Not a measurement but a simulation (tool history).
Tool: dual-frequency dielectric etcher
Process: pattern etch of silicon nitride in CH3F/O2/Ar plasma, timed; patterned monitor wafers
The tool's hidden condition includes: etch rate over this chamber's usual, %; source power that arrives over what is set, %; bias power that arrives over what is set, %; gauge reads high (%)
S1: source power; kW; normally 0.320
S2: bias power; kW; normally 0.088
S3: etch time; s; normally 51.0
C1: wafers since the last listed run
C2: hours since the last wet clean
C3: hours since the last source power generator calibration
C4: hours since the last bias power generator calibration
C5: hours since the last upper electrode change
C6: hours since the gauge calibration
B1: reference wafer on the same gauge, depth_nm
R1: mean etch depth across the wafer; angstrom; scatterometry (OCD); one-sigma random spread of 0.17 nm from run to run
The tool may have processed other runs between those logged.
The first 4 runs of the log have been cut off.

{"run": 5, "hour": 49.1, "S1": 0.36, "S2": 0.088, "S3": 51.0, "C1": 206, "C2": 548.6, "C3": 4462.4, "C4": 2921.7, "C5": 3619.5, "C6": 123.1, "B1": 38.4, "R1": 360.2}
{"run": 6, "hour": 65.0, "S1": 0.36, "S2": 0.088, "S3": 51.0, "C1": 214, "C2": 564.5, "C3": 4478.3, "C4": 2937.6, "C5": 3635.4, "C6": 139.0, "B1": 38.43, "R1": 355.2}
{"run": 7, "hour": 72.7, "S1": 0.36, "S2": 0.088, "S3": 51.0, "C1": 103, "C2": 572.2, "C3": 4486.0, "C4": 2945.3, "C5": 3643.1, "C6": 146.7, "B1": 38.4, "R1": 359.5}
{"run": 8, "hour": 80.5, "S1": 0.32, "S2": 0.088, "S3": 51.0, "C1": 105, "C2": 580.0, "C3": 4493.8, "C4": 2953.1, "C5": 3650.9, "C6": 154.5, "B1": 38.39, "R1": 337.7}
{"run": 9, "hour": 91.1, "S1": 0.28, "S2": 0.088, "S3": 51.0, "C1": 142, "C2": 590.6, "C3": 4504.4, "C4": 2963.7, "C5": 3661.5, "C6": 165.1, "B1": 38.37, "R1": 316.8}
{"hour": 142.5, "done": "upper electrode replaced"}
{"run": 10, "hour": 143.0, "S1": 0.28, "S2": 0.088, "S3": 51.0, "C1": 375, "C2": 642.5, "C3": 4556.3, "C4": 3015.6, "C5": 0.5, "C6": 217.0, "B1": 38.42, "R1": 314.2}
{"run": 11, "hour": 143.3, "S1": 0.28, "S2": 0.088, "S3": 51.0, "C1": 4, "C2": 642.8, "C3": 4556.6, "C4": 3015.9, "C5": 0.8, "C6": 217.3, "B1": 38.37, "R1": 313.6}
{"hour": 168.4, "done": "wet clean of the chamber"}
{"run": 12, "hour": 168.9, "S1": 0.29, "S2": 0.088, "S3": 51.0, "C1": 21, "C2": 0.5, "C3": 4582.2, "C4": 3041.5, "C5": 26.4, "C6": 242.9, "B1": 38.42, "R1": 310.5}
{"run": 13, "hour": 169.2, "S1": 0.29, "S2": 0.088, "S3": 51.0, "C1": 4, "C2": 0.8, "C3": 4582.5, "C4": 3041.8, "C5": 26.7, "C6": 243.2, "B1": 38.47, "R1": 309.1}
{"hour": 196.0, "done": "source power generator calibrated"}
{"hour": 205.5, "done": "gauge calibrated"}
{"hour": 218.0, "done": "wet clean of the chamber, repeated, since the last time left the tool worse"}
{"run": 14, "hour": 218.5, "S1": 0.32, "S2": 0.106, "S3": 51.0, "C1": 313, "C2": 0.5, "C3": 22.5, "C4": 3091.1, "C5": 76.0, "C6": 13.0, "B1": 38.33, "R1": 369.8}
{"run": 15, "hour": 225.8, "S1": 0.32, "S2": 0.106, "S3": 51.0, "C1": 98, "C2": 7.8, "C3": 29.8, "C4": 3098.4, "C5": 83.3, "C6": 20.3, "B1": 38.39, "R1": 367.8}
{"run": 16, "hour": 237.6, "S1": 0.32, "S2": 0.097, "S3": 65.5, "C1": 158, "C2": 19.6, "C3": 41.6, "C4": 3110.2, "C5": 95.1, "C6": 32.1, "B1": 38.37, "R1": 462.0}
{"hour": 243.3, "done": "bias power generator calibrated"}
{"run": 17, "hour": 245.0, "S1": 0.32, "S2": 0.106, "S3": 51.0, "C1": 45, "C2": 27.0, "C3": 49.0, "C4": 1.7, "C5": 102.5, "C6": 39.5, "B1": 38.38, "R1": 369.6}
{"run": 18, "hour": 253.1, "S1": 0.32, "S2": 0.088, "S3": 51.0, "C1": 109, "C2": 35.1, "C3": 57.1, "C4": 9.8, "C5": 110.6, "C6": 47.6, "B1": 38.4, "R1": 347.4}
{"run": 19, "hour": 260.7, "S1": 0.32, "S2": 0.088, "S3": 65.0, "C1": 102, "C2": 42.7, "C3": 64.7, "C4": 17.4, "C5": 118.2, "C6": 55.2, "B1": 38.4, "R1": 444.5}
{"run": 20, "hour": 270.0, "S1": 0.26, "S2": 0.11, "S3": 51.0, "C1": 125, "C2": 52.0, "C3": 74.0, "C4": 26.7, "C5": 127.5, "C6": 64.5, "B1": 38.4, "R1": 336.3}
{"run": 21, "hour": 281.0, "S1": 0.28, "S2": 0.088, "S3": 51.0, "C1": 148, "C2": 63.0, "C3": 85.0, "C4": 37.7, "C5": 138.5, "C6": 75.5, "B1": 38.4, "R1": 324.9}

Predict the results of run 22:
{"run": 22, "hour": 293.6, "S1": 0.32, "S2": 0.076, "S3": 36.0, "C1": 169, "C2": 75.6, "C3": 97.6, "C4": 50.3, "C5": 151.1, "C6": 88.1, "B1": "?", "R1": "?"}

Run 22 yielded B1 38.39, R1 234.5 angstrom.
Minus the tool's unlogged condition, the same run would have read R1 235.3 angstrom.

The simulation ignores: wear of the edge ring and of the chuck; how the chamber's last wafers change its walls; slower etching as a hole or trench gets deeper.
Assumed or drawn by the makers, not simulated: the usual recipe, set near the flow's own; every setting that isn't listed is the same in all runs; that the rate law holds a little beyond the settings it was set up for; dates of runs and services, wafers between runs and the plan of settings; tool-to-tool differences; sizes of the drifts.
